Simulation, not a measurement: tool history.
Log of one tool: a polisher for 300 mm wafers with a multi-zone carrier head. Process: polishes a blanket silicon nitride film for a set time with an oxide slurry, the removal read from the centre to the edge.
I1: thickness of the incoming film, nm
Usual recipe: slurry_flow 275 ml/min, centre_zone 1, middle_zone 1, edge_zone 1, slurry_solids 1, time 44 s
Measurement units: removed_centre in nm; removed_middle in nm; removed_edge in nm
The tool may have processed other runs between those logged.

Run 1, day 0: usual settings but slurry_flow 300 ml/min; I1 625.8. Result: removed_centre 27.3 nm, removed_middle 28.4 nm, removed_edge 28.6 nm.
Run 2, day 0.612: usual settings but slurry_flow 300 ml/min; I1 617.3. Result: removed_centre 27.7 nm, removed_middle 28 nm, removed_edge 28 nm.
Run 3, day 1.312: usual settings; I1 628.7. Result: removed_centre 27.8 nm, removed_middle 27.6 nm, removed_edge 28.4 nm.
Run 4, day 1.704: usual settings; I1 630.1. Result: removed_centre 27.2 nm, removed_middle 27 nm, removed_edge 27.9 nm.
Run 5, day 2.408: usual settings but middle_zone 1.08; I1 629.1. Result: removed_centre 26.6 nm, removed_middle 28.3 nm, removed_edge 27.1 nm.
Run 6, day 3.133: usual settings but middle_zone 1.08; I1 627.9. Result: removed_centre 25.9 nm, removed_middle 27.8 nm, removed_edge 26.2 nm.
Run 7, day 3.562: usual settings; I1 633.1. Result: removed_centre 25.8 nm, removed_middle 25.7 nm, removed_edge 26.1 nm.
At day 4.108: worn pad replaced by a new one.
Run 8, day 4.271: usual settings; I1 626.5. Result: removed_centre 28.2 nm, removed_middle 27.9 nm, removed_edge 28.5 nm.
Run 9, day 4.7: usual settings; I1 631.8. Result: removed_centre 27 nm, removed_middle 28 nm, removed_edge 27.9 nm.
Run 10, day 4.967: usual settings; I1 636.5. Result: removed_centre 27.3 nm, removed_middle 28.1 nm, removed_edge 28.6 nm.
At day 5.179: edge zone pressure recalibrated.
At day 5.604: centre zone pressure recalibrated.
Run 11, day 5.625: usual settings but middle_zone 1.08; I1 629.7. Result: removed_centre 26.9 nm, removed_middle 29.3 nm, removed_edge 27.6 nm.
Run 12, day 5.988: usual settings but slurry_solids 1.2; I1 618.6. Result: removed_centre 28.8 nm, removed_middle 29.6 nm, removed_edge 29.9 nm.
Run 13, day 6.312: usual settings but slurry_flow 220 ml/min, centre_zone 0.92, edge_zone 0.9; I1 637.1. Result: removed_centre 24.4 nm, removed_middle 26.4 nm, removed_edge 25.9 nm.
Run 14, day 6.662: usual settings but slurry_solids 1.2, time 57 s; I1 630.2. Result: removed_centre 37.5 nm, removed_middle 36.7 nm, removed_edge 38.1 nm.
Run 15, day 7.162: usual settings but centre_zone 1.03, slurry_solids 1.3; I1 630.6. Result: removed_centre 30.7 nm, removed_middle 29.7 nm, removed_edge 29.3 nm.
Run 16, day 7.625: usual settings but edge_zone 1.05, time 30 s; I1 632.9. Result: removed_centre 17.6 nm, removed_middle 17.4 nm, removed_edge 18.5 nm.
At day 7.883: slurry nozzle cleaned.
At day 8.175: carrier head's membrane replaced by a new one.
Run 17, day 8.196: usual settings but slurry_flow 185 ml/min, centre_zone 0.92, middle_zone 0.9, edge_zone 1.04; I1 632.5. Result: removed_centre 22.2 nm, removed_middle 22.1 nm, removed_edge 25 nm.
At day 8.596: worn pad replaced by a new one.
Run 18, day 8.617: usual settings but centre_zone 1.03, middle_zone 0.95, slurry_solids 1.1, time 35 s; I1 625.1. Result: removed_centre 23.3 nm, removed_middle 22.1 nm, removed_edge 23.3 nm.
Run 19, day 9.325: usual settings but middle_zone 1.08; I1 625.6. Result: removed_centre 27.4 nm, removed_middle 29.3 nm, removed_edge 27.7 nm.

For run 20, what comes out?
Run 20, day 9.871: usual settings but middle_zone 1.08; I1 628.3. Result: removed_centre ?, removed_middle ?, removed_edge ?.

{"run 20": {"removed_centre": 27.5, "removed_middle": 29, "removed_edge": 28}}
With the hidden condition absent and the run-to-run variation left alone, this run would have shown removed_centre 28.2 nm, removed_middle 29.7 nm, removed_edge 28.8 nm.
